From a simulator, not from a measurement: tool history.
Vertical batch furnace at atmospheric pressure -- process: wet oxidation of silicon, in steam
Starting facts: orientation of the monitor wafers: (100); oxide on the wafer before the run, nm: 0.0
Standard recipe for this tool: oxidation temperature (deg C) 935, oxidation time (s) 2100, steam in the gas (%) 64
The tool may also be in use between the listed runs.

run    hour  oxidation temperature (deg C)  oxidation time (s)  steam in the gas (%)  wafers since the last listed run  hours since the last temperature calibration  hours since the steam generator was serviced  hours since the gauge calibration  read-back reference wafer on the same gauge, thickness  oxide thickness on the monitor wafer (Å)
  1     0.0                            916                1500                    64                                 0                                         710.2                                        2342.2                              333.8                                                  106.52                                     538.5
  2   103.4                            935                2100                    64                              1798                                         813.6                                        2445.6                              437.2                                                  106.41                                     935.9
  3   152.3                            935                2100                    73                               850                                         862.5                                        2494.5                              486.1                                                  106.59                                    1063.3
  4   380.4                            935                1800                    64                              3967                                        1090.6                                        2722.6                              714.2                                                  106.30                                     808.6
  5   486.0                            935                1800                    64                              1836                                        1196.2                                        2828.2                              819.8                                                  106.41                                     814.8
  6   544.6                            935                1680                    64                              1019                                        1254.8                                        2886.8                              878.4                                                  106.55                                     765.5
  7   633.7                            935                2100                    64                              1549                                        1343.9                                        2975.9                              967.5                                                  106.44                                     936.6
  8   693.7                            935                2100                    64                              1043                                        1403.9                                        3035.9                             1027.5                                                  106.62                                     940.2
      710.3  -- gauge calibrated
  9   927.0                            935                2100                    69                              4058                                        1637.2                                        3269.2                              216.7                                                  106.38                                     998.7
 10  1014.6                            921                2100                    73                              1523                                        1724.8                                        3356.8                              304.3                                                  106.60                                     892.4
     1051.7  -- steam generator serviced
     1116.1  -- thermocouples replaced and temperature profile calibrated
 11  1116.6                            935                2100                    64                               939                                           0.5                                          64.9                              406.3                                                  106.42                                     975.1
 12  1168.8                            914                2910                    55                               907                                          52.7                                         117.1                              458.5                                                  106.42                                     881.8
 13  1204.9                            935                1740                    58                               627                                          88.8                                         153.2                              494.6                                                  106.31                                     756.8
 14  1295.8                            935                2100                    64                              1581                                         179.7                                         244.1                              585.5                                                  106.54                                     967.2
 15  1386.9                            935                2100                    64                              1584                                         270.8                                         335.2                              676.6                                                  106.66                                     976.8
 16  1446.8                            935                1410                    54                              1041                                         330.7                                         395.1                              736.5                                                  106.57                                     578.6
 17  1501.3                            935                2100                    64                               948                                         385.2                                         449.6                              791.0                                                  106.67                                     977.8
 18  1548.7                            951                2100                    64                               824                                         432.6                                         497.0                              838.4                                                  106.42                                    1184.4
 19  1590.4                            916                2610                    64                               725                                         474.3                                         538.7                              880.1                                                  106.55                                     943.1

Each row is a separate what-if for the run after 19, all from the same tool condition, not one after another. Results?
  A  1594.9                            935                2100                    64                                78                                         478.8                                         543.2                              884.6                                                       ?                                         ?
  B  1594.9                            916                2100                    64                                78                                         478.8                                         543.2                              884.6                                                       ?                                         ?
  C  1594.9                            935                2490                    57                                78                                         478.8                                         543.2                              884.6                                                       ?                                         ?
  D  1594.9                            952                3090                    74                                78                                         478.8                                         543.2                              884.6                                                       ?                                         ?
  E  1594.9                            956                2100                    55                                78                                         478.8                                         543.2                              884.6                                                       ?                                         ?

run  read-back reference wafer on the same gauge, thickness  oxide thickness on the monitor wafer (Å)
  A                                                  106.38                                     978.9
  B                                                  106.38                                     774.9
  C                                                  106.38                                    1028.1
  D                                                  106.38                                    1881.3
  E                                                  106.38                                    1100.3
With the hidden condition removed and each run's random variation left untouched, the same runs would have given:
run  oxide thickness on the monitor wafer (Å)
  A                                     977.5
  B                                     773.0
  C                                    1026.7
  D                                    1879.2
  E                                    1098.3
